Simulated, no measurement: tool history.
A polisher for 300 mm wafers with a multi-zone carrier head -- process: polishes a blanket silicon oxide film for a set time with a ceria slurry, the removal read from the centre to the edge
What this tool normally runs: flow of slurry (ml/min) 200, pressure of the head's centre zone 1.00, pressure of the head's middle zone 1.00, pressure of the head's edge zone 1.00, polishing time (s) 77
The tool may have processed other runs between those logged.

run	hour	flow of slurry (ml/min)	pressure of the head's centre zone	pressure of the head's middle zone	pressure of the head's edge zone	polishing time (s)	incoming thickness of the incoming film, nm	film removed at the wafer's centre (nm)	film removed at mid-radius (nm)	film removed at the wafer's edge (nm)
1	0.0	200	1.00	1.00	1.00	77	1491.2	599.8	612.6	622.4
2	37.9	200	1.00	1.03	1.00	77	1498.0	600.8	626.0	610.4
3	129.2	200	1.00	1.03	1.00	77	1475.2	574.4	616.6	605.5
# hour 154.3: slurry nozzle cleaned
4	206.9	200	1.00	0.89	1.00	77	1471.1	613.4	568.2	632.3
5	288.9	200	0.91	1.00	1.11	63	1490.6	454.8	515.5	533.5
# hour 336.8: carrier head's membrane replaced by a new one
# hour 351.7: edge zone pressure recalibrated
# hour 377.1: worn pad replaced by a new one
6	396.7	200	1.00	1.00	1.00	77	1492.5	611.7	623.5	627.5
7	498.6	200	0.94	1.00	1.00	77	1481.4	562.1	617.4	623.6
# hour 584.6: centre zone pressure recalibrated
8	602.1	170	1.00	1.12	1.00	77	1492.1	576.3	661.4	604.9
# hour 631.9: slurry nozzle cleaned
9	649.5	175	1.08	1.00	1.11	104	1501.1	872.6	846.9	874.0
10	701.6	200	0.92	1.00	1.00	60	1492.6	439.6	485.0	490.9
11	796.2	200	1.00	1.00	1.00	77	1489.9	608.9	626.8	624.4
# hour 851.6: worn pad replaced by a new one
12	880.5	200	1.00	1.00	1.00	77	1514.9	600.0	618.0	616.3
# hour 900.8: carrier head's membrane replaced by a new one
# hour 917.3: edge zone pressure recalibrated
13	937.2	200	1.00	1.00	1.00	77	1483.0	593.9	619.0	623.9
14	1024.7	225	1.00	1.10	0.89	56	1505.8	438.0	486.3	431.8
# hour 1125.4: slurry nozzle cleaned
15	1125.9	200	1.11	1.00	1.00	77	1499.1	684.3	630.4	627.1
16	1188.7	200	1.00	1.00	1.00	77	1479.8	611.6	614.1	624.3
17	1228.4	200	1.00	1.00	1.00	77	1503.5	617.6	628.3	618.7
18	1279.1	200	1.00	1.05	0.89	77	1490.6	608.8	649.8	589.0
# hour 1319.5: centre zone pressure recalibrated
19	1349.5	200	1.00	1.00	0.92	55	1477.8	431.7	440.1	433.2
# hour 1426.7: edge zone pressure recalibrated
# hour 1432.8: carrier head's membrane replaced by a new one
# hour 1441.5: worn pad replaced by a new one
20	1442.0	200	1.00	1.00	1.00	102	1461.3	803.0	830.6	829.6
21	1481.1	170	0.88	1.00	0.96	55	1479.2	373.3	432.9	425.7

Some steps in film removed at the wafer's centre (nm), run to run, broken into two amounts with sign: the step expected even without the hidden condition (settings, incoming material, random variation), and the rest, left for the hidden condition together with whatever gauge scatter is not in both the measured and the hidden-condition-free result:
Unlogged tool condition in this case: removal rate lost through wear of the pad, %; slurry flow missing at the pad, %; deviation of the centre zone's pressure from its setpoint, %; deviation of the edge zone's pressure from its setpoint, %.
Run 3 -> 4: pressure of the head's middle zone 1.03 -> 0.89, slurry nozzle cleaned. film removed at the wafer's centre (nm) +39.0: hidden state +23.0, all else +16.0.
Run 8 -> 9: flow of slurry (ml/min) 170 -> 175, pressure of the head's centre zone 1.00 -> 1.08, pressure of the head's middle zone 1.12 -> 1.00, pressure of the head's edge zone 1.00 -> 1.11, polishing time (s) 77 -> 104, slurry nozzle cleaned. film removed at the wafer's centre (nm) +296.3: hidden state +18.6, all else +277.7.
Run 9 -> 10: flow of slurry (ml/min) 175 -> 200, pressure of the head's centre zone 1.08 -> 0.92, pressure of the head's edge zone 1.11 -> 1.00, polishing time (s) 104 -> 60. film removed at the wafer's centre (nm) -433.0: hidden state +1.8, all else -434.8.
Run 20 -> 21: flow of slurry (ml/min) 200 -> 170, pressure of the head's centre zone 1.00 -> 0.88, pressure of the head's edge zone 1.00 -> 0.96, polishing time (s) 102 -> 55. film removed at the wafer's centre (nm) -429.7: hidden state +5.7, all else -435.4.

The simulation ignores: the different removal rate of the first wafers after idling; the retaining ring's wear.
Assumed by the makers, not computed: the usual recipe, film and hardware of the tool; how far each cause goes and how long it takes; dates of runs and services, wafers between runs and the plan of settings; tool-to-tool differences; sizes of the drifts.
